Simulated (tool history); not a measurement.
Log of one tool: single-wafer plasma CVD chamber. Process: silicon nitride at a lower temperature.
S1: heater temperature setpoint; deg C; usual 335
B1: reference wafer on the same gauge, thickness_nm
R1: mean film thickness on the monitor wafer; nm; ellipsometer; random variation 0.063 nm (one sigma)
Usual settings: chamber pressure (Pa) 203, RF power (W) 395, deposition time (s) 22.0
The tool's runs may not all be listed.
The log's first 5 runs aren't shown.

run 6 hour=116.8 | S1=335 chamber_pressure_(Pa)=232 RF_power_(W)=360 deposition_time_(s)=22.0 | B1=26.205 | R1=27.791
run 7 hour=142.9 | S1=335 chamber_pressure_(Pa)=203 RF_power_(W)=395 deposition_time_(s)=22.0 | B1=26.190 | R1=29.483
run 8 hour=157.5 | S1=335 chamber_pressure_(Pa)=203 RF_power_(W)=395 deposition_time_(s)=22.0 | B1=26.227 | R1=29.303
run 9 hour=188.8 | S1=329 chamber_pressure_(Pa)=203 RF_power_(W)=395 deposition_time_(s)=22.0 | B1=26.182 | R1=29.575
-- hour=213.5 RF generator calibrated
run 10 hour=218.5 | S1=322 chamber_pressure_(Pa)=203 RF_power_(W)=325 deposition_time_(s)=25.5 | B1=26.197 | R1=27.543
run 11 hour=239.6 | S1=335 chamber_pressure_(Pa)=203 RF_power_(W)=395 deposition_time_(s)=17.8 | B1=26.207 | R1=23.758
run 12 hour=259.5 | S1=335 chamber_pressure_(Pa)=203 RF_power_(W)=395 deposition_time_(s)=18.7 | B1=26.192 | R1=24.945
-- hour=270.7 gauge calibrated
-- hour=283.6 capacitance manometer re-zeroed and calibrated
run 13 hour=293.2 | S1=347 chamber_pressure_(Pa)=231 RF_power_(W)=455 deposition_time_(s)=18.3 | B1=26.172 | R1=28.742
run 14 hour=316.1 | S1=335 chamber_pressure_(Pa)=239 RF_power_(W)=395 deposition_time_(s)=22.0 | B1=26.173 | R1=30.873
run 15 hour=334.3 | S1=331 chamber_pressure_(Pa)=203 RF_power_(W)=395 deposition_time_(s)=22.0 | B1=26.200 | R1=29.320
run 16 hour=359.1 | S1=335 chamber_pressure_(Pa)=165 RF_power_(W)=330 deposition_time_(s)=22.0 | B1=26.208 | R1=22.770
run 17 hour=388.2 | S1=339 chamber_pressure_(Pa)=240 RF_power_(W)=340 deposition_time_(s)=26.2 | B1=26.194 | R1=31.238
-- hour=417.2 thermocouple changed; heater temperature recalibrated
run 18 hour=437.7 | S1=335 chamber_pressure_(Pa)=217 RF_power_(W)=395 deposition_time_(s)=22.0 | B1=26.206 | R1=30.064
run 19 hour=455.6 | S1=335 chamber_pressure_(Pa)=176 RF_power_(W)=395 deposition_time_(s)=23.4 | B1=26.233 | R1=29.895
-- hour=468.2 showerhead replaced
run 20 hour=508.5 | S1=320 chamber_pressure_(Pa)=203 RF_power_(W)=395 deposition_time_(s)=22.0 | B1=26.220 | R1=29.474
run 21 hour=534.0 | S1=335 chamber_pressure_(Pa)=203 RF_power_(W)=395 deposition_time_(s)=22.0 | B1=26.173 | R1=29.422
run 22 hour=549.7 | S1=335 chamber_pressure_(Pa)=217 RF_power_(W)=395 deposition_time_(s)=22.0 | B1=26.199 | R1=30.166
run 23 hour=581.7 | S1=344 chamber_pressure_(Pa)=221 RF_power_(W)=455 deposition_time_(s)=18.7 | B1=26.179 | R1=29.099
run 24 hour=598.9 | S1=330 chamber_pressure_(Pa)=203 RF_power_(W)=395 deposition_time_(s)=22.0 | B1=26.233 | R1=29.376
run 25 hour=628.6 | S1=329 chamber_pressure_(Pa)=236 RF_power_(W)=395 deposition_time_(s)=22.0 | B1=26.210 | R1=30.862
run 26 hour=645.4 | S1=335 chamber_pressure_(Pa)=203 RF_power_(W)=395 deposition_time_(s)=22.0 | B1=26.193 | R1=29.498
run 27 hour=663.3 | S1=335 chamber_pressure_(Pa)=236 RF_power_(W)=440 deposition_time_(s)=22.0 | B1=26.185 | R1=33.910
run 28 hour=697.1 | S1=335 chamber_pressure_(Pa)=203 RF_power_(W)=395 deposition_time_(s)=22.0 | B1=26.176 | R1=29.398
run 29 hour=729.3 | S1=335 chamber_pressure_(Pa)=203 RF_power_(W)=395 deposition_time_(s)=22.0 | B1=26.209 | R1=29.470
run 30 hour=751.9 | S1=335 chamber_pressure_(Pa)=203 RF_power_(W)=465 deposition_time_(s)=22.0 | B1=26.194 | R1=33.937

Forecast each of these 3 alternatives for the next run:
run A hour=752.3 | S1=335 chamber_pressure_(Pa)=203 RF_power_(W)=395 deposition_time_(s)=22.0 | B1=? | R1=?
run B hour=752.3 | S1=342 chamber_pressure_(Pa)=203 RF_power_(W)=395 deposition_time_(s)=22.0 | B1=? | R1=?
run C hour=752.3 | S1=335 chamber_pressure_(Pa)=203 RF_power_(W)=455 deposition_time_(s)=20.3 | B1=? | R1=?

run=A B1=26.201 R1=29.358
run=B B1=26.201 R1=29.293
run=C B1=26.201 R1=30.796
Without the tool's hidden state the same runs would have given:
run=A R1=29.358
run=B R1=29.293
run=C R1=30.796
